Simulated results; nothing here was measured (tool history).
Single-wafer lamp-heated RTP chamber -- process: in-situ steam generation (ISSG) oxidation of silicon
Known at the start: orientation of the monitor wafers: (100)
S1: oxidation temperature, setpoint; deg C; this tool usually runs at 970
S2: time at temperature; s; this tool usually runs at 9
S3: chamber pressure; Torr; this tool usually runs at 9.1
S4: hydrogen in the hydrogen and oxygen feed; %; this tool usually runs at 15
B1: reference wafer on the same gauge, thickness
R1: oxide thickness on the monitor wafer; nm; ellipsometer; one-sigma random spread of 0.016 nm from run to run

run 1 hour=0.0 | S1=970 S2=9 S3=9.1 S4=15 | B1=2.970 | R1=3.167
run 2 hour=72.2 | S1=965 S2=9 S3=9.1 S4=15 | B1=2.967 | R1=3.134
run 3 hour=151.5 | S1=978 S2=9 S3=9.1 S4=15 | B1=2.970 | R1=3.258
run 4 hour=193.4 | S1=978 S2=9 S3=9.1 S4=15 | B1=2.970 | R1=3.254
run 5 hour=292.5 | S1=970 S2=9 S3=9.1 S4=15 | B1=2.970 | R1=3.208
run 6 hour=346.0 | S1=970 S2=9 S3=9.1 S4=15 | B1=2.969 | R1=3.206
run 7 hour=395.1 | S1=970 S2=9 S3=9.1 S4=15 | B1=2.970 | R1=3.174
run 8 hour=462.2 | S1=970 S2=9 S3=9.1 S4=15 | B1=2.971 | R1=3.196
run 9 hour=555.7 | S1=980 S2=9 S3=9.1 S4=15 | B1=2.968 | R1=3.284
run 10 hour=615.4 | S1=980 S2=9 S3=9.1 S4=15 | B1=2.971 | R1=3.283
-- hour=635.2 pyrometer window cleaned and pyrometer calibrated
run 11 hour=664.1 | S1=970 S2=6 S3=9.1 S4=24 | B1=2.966 | R1=3.012
run 12 hour=759.1 | S1=970 S2=9 S3=9.1 S4=18 | B1=2.966 | R1=3.288
-- hour=841.4 pressure gauge zeroed
run 13 hour=845.7 | S1=952 S2=5 S3=7.9 S4=15 | B1=2.971 | R1=2.437
run 14 hour=898.0 | S1=970 S2=9 S3=7.9 S4=11 | B1=2.971 | R1=2.975
run 15 hour=988.2 | S1=961 S2=9 S3=8.1 S4=15 | B1=2.964 | R1=3.096
-- hour=1008.0 hydrogen flow controller replaced
run 16 hour=1025.6 | S1=970 S2=9 S3=9.1 S4=15 | B1=2.971 | R1=3.147
run 17 hour=1117.9 | S1=954 S2=11 S3=9.1 S4=15 | B1=2.970 | R1=3.289
run 18 hour=1156.6 | S1=970 S2=9 S3=9.1 S4=15 | B1=2.971 | R1=3.161
run 19 hour=1223.4 | S1=985 S2=9 S3=9.1 S4=15 | B1=2.969 | R1=3.351
run 20 hour=1328.7 | S1=988 S2=9 S3=9.7 S4=12 | B1=2.968 | R1=3.167
-- hour=1365.7 pyrometer window cleaned and pyrometer calibrated
-- hour=1425.0 gauge calibrated
run 21 hour=1435.3 | S1=961 S2=7 S3=9.9 S4=15 | B1=2.972 | R1=2.760
run 22 hour=1487.3 | S1=980 S2=9 S3=10.2 S4=20 | B1=2.972 | R1=3.368
run 23 hour=1547.6 | S1=970 S2=9 S3=9.1 S4=15 | B1=2.972 | R1=3.162
run 24 hour=1623.8 | S1=970 S2=9 S3=9.1 S4=15 | B1=2.972 | R1=3.181
run 25 hour=1728.5 | S1=970 S2=9 S3=10.2 S4=18 | B1=2.969 | R1=3.256
run 26 hour=1830.2 | S1=970 S2=9 S3=9.1 S4=15 | B1=2.967 | R1=3.183
run 27 hour=1907.7 | S1=970 S2=9 S3=9.1 S4=15 | B1=2.970 | R1=3.192
run 28 hour=1959.5 | S1=970 S2=9 S3=9.1 S4=15 | B1=2.968 | R1=3.179
run 29 hour=1997.7 | S1=970 S2=12 S3=8.5 S4=15 | B1=2.972 | R1=3.584
-- hour=2031.5 pyrometer window cleaned and pyrometer calibrated
run 30 hour=2087.1 | S1=970 S2=9 S3=7.7 S4=11 | B1=2.969 | R1=2.917
run 31 hour=2173.0 | S1=970 S2=9 S3=9.7 S4=18 | B1=2.971 | R1=3.255
run 32 hour=2227.9 | S1=970 S2=7 S3=9.1 S4=15 | B1=2.971 | R1=2.871

Predict each of these 3 candidate next runs independently; none follows another, all start after run 32:
run A hour=2228.3 | S1=970 S2=9 S3=9.1 S4=11 | B1=? | R1=?
run B hour=2228.3 | S1=970 S2=7 S3=10.2 S4=11 | B1=? | R1=?
run C hour=2228.3 | S1=970 S2=7 S3=8.4 S4=12 | B1=? | R1=?

run=A B1=2.971 R1=2.927
run=B B1=2.971 R1=2.605
run=C B1=2.971 R1=2.712
With the hidden condition removed and each run's random variation left untouched, the same runs would have given:
run=A R1=2.877
run=B R1=2.565
run=C R1=2.670
